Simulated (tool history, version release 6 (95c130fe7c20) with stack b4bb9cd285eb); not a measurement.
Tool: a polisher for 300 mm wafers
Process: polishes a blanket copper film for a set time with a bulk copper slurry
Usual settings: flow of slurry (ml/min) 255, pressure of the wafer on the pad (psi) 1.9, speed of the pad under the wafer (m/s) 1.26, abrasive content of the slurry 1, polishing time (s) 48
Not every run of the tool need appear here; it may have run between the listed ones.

run,hour,flow of slurry (ml/min),pressure of the wafer on the pad (psi),speed of the pad under the wafer (m/s),abrasive content of the slurry,polishing time (s),wafers since the last listed run,wafers polished on this pad,hours since the slurry nozzle was cleaned,hours since the head pressure was calibrated,hours since the slurry blender was calibrated,"incoming thickness of the incoming film, nm",film removed (nm)
1,0,255,1.9,1.26,1,48,0,494,166.4,884.9,344.3,1927.3,366.2
# hour 10.2: worn pad replaced by a new one
2,10.7,255,1.9,1.26,1,48,103,8,177.1,895.6,355,1889.1,372.4
3,22.4,255,1.9,1.26,1,48,180,189,188.8,907.3,366.7,1890.9,365.5
4,35.9,255,1.9,1.26,1,48,208,397,202.3,920.8,380.2,1916.3,364.4
# hour 49.3: worn pad replaced by a new one
# hour 59.6: head pressure recalibrated
5,63.6,255,1.9,1.26,1,48,335,190,230,4,407.9,1913.5,359.6
6,76.9,255,1.9,1.26,1,48,205,395,243.3,17.3,421.2,1895,355.3
# hour 91: worn pad replaced by a new one
7,93.1,255,1.9,1.26,1,48,188,32,259.5,33.5,437.4,1852,352.3
8,99.6,255,1.9,1.26,1,48,100,132,266,40,443.9,1910.2,358.8
9,114.7,255,2.2,1.46,0.8,48,233,365,281.1,55.1,459,1867.1,425.5
# hour 125.1: slurry blender recalibrated
# hour 132: worn pad replaced by a new one
10,132.5,255,1.9,1.08,1,48,182,8,298.9,72.9,7.4,1918.2,337.7
11,137.6,320,1.5,1.26,1,48,78,87,304,78,12.5,1884.7,349.3
# hour 142.6: slurry nozzle cleaned
12,153.8,255,1.9,1.38,1,48,235,322,11.2,94.2,28.7,1922.4,448.4
13,167.1,255,2.6,1.52,1,32,205,527,24.5,107.5,42,1857.9,414.5
# hour 172.3: worn pad replaced by a new one
14,182.7,255,2.1,0.92,1,35,179,160,40.1,123.1,57.6,1867.7,234.7

Hidden state, per run?
removal rate lost through wear of the pad, %: 0 at every run
deviation of the head's pressure from its setpoint, %: 0 at every run
H1: slurry flow missing at the pad, %
H2: abrasive missing from the slurry, %
run,H1,H2
1,26.3,34.4
2,27.8,34.7
3,29.5,35
4,31.4,35.3
5,35.4,35.8
6,37.3,36
7,39.6,36.3
8,40.5,36.4
9,42.7,36.6
10,45.2,5.04
11,46,6.16
12,2.52,9.49
13,4.42,12
14,6.65,14.6

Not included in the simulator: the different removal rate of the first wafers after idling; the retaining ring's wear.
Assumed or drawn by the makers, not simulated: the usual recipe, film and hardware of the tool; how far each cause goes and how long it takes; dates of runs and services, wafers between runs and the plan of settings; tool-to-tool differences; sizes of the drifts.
